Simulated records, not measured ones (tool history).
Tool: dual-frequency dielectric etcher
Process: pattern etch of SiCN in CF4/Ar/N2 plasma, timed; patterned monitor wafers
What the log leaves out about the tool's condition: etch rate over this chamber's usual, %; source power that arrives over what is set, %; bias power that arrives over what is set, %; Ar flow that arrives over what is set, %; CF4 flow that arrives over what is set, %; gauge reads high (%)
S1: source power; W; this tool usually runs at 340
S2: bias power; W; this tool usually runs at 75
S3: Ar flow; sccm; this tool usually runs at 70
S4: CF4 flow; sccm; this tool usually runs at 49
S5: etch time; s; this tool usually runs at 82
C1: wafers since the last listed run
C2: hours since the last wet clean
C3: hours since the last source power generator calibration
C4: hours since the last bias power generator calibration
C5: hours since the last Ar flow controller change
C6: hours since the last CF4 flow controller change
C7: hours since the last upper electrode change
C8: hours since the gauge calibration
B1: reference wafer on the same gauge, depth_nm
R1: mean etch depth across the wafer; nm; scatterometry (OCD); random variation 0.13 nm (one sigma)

{"run": 1, "hour": 0.0, "S1": 340, "S2": 75, "S3": 70, "S4": 49, "S5": 82, "C1": 0, "C2": 138.6, "C3": 2836.6, "C4": 1383.9, "C5": 5343.4, "C6": 3196.6, "C7": 4172.9, "C8": 44.4, "B1": 51.8, "R1": 55.1}
{"run": 2, "hour": 23.8, "S1": 340, "S2": 75, "S3": 70, "S4": 49, "S5": 82, "C1": 281, "C2": 162.4, "C3": 2860.4, "C4": 1407.7, "C5": 5367.2, "C6": 3220.4, "C7": 4196.7, "C8": 68.2, "B1": 51.8, "R1": 55.1}
{"run": 3, "hour": 39.7, "S1": 340, "S2": 75, "S3": 70, "S4": 49, "S5": 82, "C1": 187, "C2": 178.3, "C3": 2876.3, "C4": 1423.6, "C5": 5383.1, "C6": 3236.3, "C7": 4212.6, "C8": 84.1, "B1": 51.8, "R1": 54.8}
{"run": 4, "hour": 69.6, "S1": 340, "S2": 75, "S3": 70, "S4": 49, "S5": 82, "C1": 353, "C2": 208.2, "C3": 2906.2, "C4": 1453.5, "C5": 5413, "C6": 3266.2, "C7": 4242.5, "C8": 114, "B1": 51.8, "R1": 54.7}
{"run": 5, "hour": 103.7, "S1": 340, "S2": 75, "S3": 70, "S4": 49, "S5": 82, "C1": 402, "C2": 242.3, "C3": 2940.3, "C4": 1487.6, "C5": 5447.1, "C6": 3300.3, "C7": 4276.6, "C8": 148.1, "B1": 51.8, "R1": 54.9}
{"run": 6, "hour": 129.4, "S1": 340, "S2": 75, "S3": 70, "S4": 49, "S5": 82, "C1": 303, "C2": 268, "C3": 2966, "C4": 1513.3, "C5": 5472.8, "C6": 3326, "C7": 4302.3, "C8": 173.8, "B1": 51.8, "R1": 54.7}
{"hour": 147.5, "done": "gauge calibrated"}
{"hour": 157.2, "done": "upper electrode replaced"}
{"run": 7, "hour": 157.7, "S1": 340, "S2": 75, "S3": 70, "S4": 49, "S5": 82, "C1": 50, "C2": 296.3, "C3": 2994.3, "C4": 1541.6, "C5": 5501.1, "C6": 3354.3, "C7": 0.5, "C8": 10.2, "B1": 51.8, "R1": 54.7}
{"hour": 169.8, "done": "source power generator calibrated"}
{"run": 8, "hour": 174.1, "S1": 340, "S2": 75, "S3": 70, "S4": 49, "S5": 82, "C1": 146, "C2": 312.7, "C3": 4.3, "C4": 1558, "C5": 5517.5, "C6": 3370.7, "C7": 16.9, "C8": 26.6, "B1": 51.8, "R1": 54.5}
{"run": 9, "hour": 190.8, "S1": 340, "S2": 75, "S3": 70, "S4": 58, "S5": 89, "C1": 197, "C2": 329.4, "C3": 21, "C4": 1574.7, "C5": 5534.2, "C6": 3387.4, "C7": 33.6, "C8": 43.3, "B1": 51.8, "R1": 60.2}
{"hour": 209.8, "done": "CF4 flow controller replaced"}
{"hour": 216.7, "done": "bias power generator calibrated"}
{"hour": 227.5, "done": "wet clean of the chamber"}
{"run": 10, "hour": 228.0, "S1": 280, "S2": 75, "S3": 70, "S4": 49, "S5": 82, "C1": 194, "C2": 0.5, "C3": 58.2, "C4": 11.3, "C5": 5571.4, "C6": 18.2, "C7": 70.8, "C8": 80.5, "B1": 51.8, "R1": 44.7}
{"hour": 234.9, "done": "Ar flow controller replaced"}
{"run": 11, "hour": 238.0, "S1": 340, "S2": 75, "S3": 70, "S4": 49, "S5": 82, "C1": 47, "C2": 10.5, "C3": 68.2, "C4": 21.3, "C5": 3.1, "C6": 28.2, "C7": 80.8, "C8": 90.5, "B1": 51.8, "R1": 55.3}
{"run": 12, "hour": 261.5, "S1": 340, "S2": 75, "S3": 70, "S4": 49, "S5": 82, "C1": 277, "C2": 34, "C3": 91.7, "C4": 44.8, "C5": 26.6, "C6": 51.7, "C7": 104.3, "C8": 114, "B1": 51.9, "R1": 55}
{"run": 13, "hour": 275.8, "S1": 340, "S2": 75, "S3": 84, "S4": 43, "S5": 101.5, "C1": 168, "C2": 48.3, "C3": 106, "C4": 59.1, "C5": 40.9, "C6": 66, "C7": 118.6, "C8": 128.3, "B1": 51.8, "R1": 65.4}
{"run": 14, "hour": 304.9, "S1": 340, "S2": 75, "S3": 70, "S4": 49, "S5": 82, "C1": 343, "C2": 77.4, "C3": 135.1, "C4": 88.2, "C5": 70, "C6": 95.1, "C7": 147.7, "C8": 157.4, "B1": 51.8, "R1": 55}
{"run": 15, "hour": 321.3, "S1": 340, "S2": 75, "S3": 70, "S4": 49, "S5": 89.5, "C1": 193, "C2": 93.8, "C3": 151.5, "C4": 104.6, "C5": 86.4, "C6": 111.5, "C7": 164.1, "C8": 173.8, "B1": 51.8, "R1": 60.1}
{"run": 16, "hour": 336.1, "S1": 310, "S2": 75, "S3": 80, "S4": 49, "S5": 82, "C1": 174, "C2": 108.6, "C3": 166.3, "C4": 119.4, "C5": 101.2, "C6": 126.3, "C7": 178.9, "C8": 188.6, "B1": 51.8, "R1": 48.8}
{"run": 17, "hour": 361.4, "S1": 320, "S2": 75, "S3": 60, "S4": 49, "S5": 82, "C1": 298, "C2": 133.9, "C3": 191.6, "C4": 144.7, "C5": 126.5, "C6": 151.6, "C7": 204.2, "C8": 213.9, "B1": 51.8, "R1": 52.4}

Some steps in R1 between neighbouring runs. How much of each would the tool show without its hidden state too (settings, what came in, random variation), and how much is left for the hidden state, with any gauge scatter that isn't in both results?
Run 9 -> 10: S1 340 -> 280, S4 58 -> 49, S5 89 -> 82, CF4 flow controller replaced, bias power generator calibrated, wet clean of the chamber. R1 -15.5 nm: hidden state +0.5, all else -16.

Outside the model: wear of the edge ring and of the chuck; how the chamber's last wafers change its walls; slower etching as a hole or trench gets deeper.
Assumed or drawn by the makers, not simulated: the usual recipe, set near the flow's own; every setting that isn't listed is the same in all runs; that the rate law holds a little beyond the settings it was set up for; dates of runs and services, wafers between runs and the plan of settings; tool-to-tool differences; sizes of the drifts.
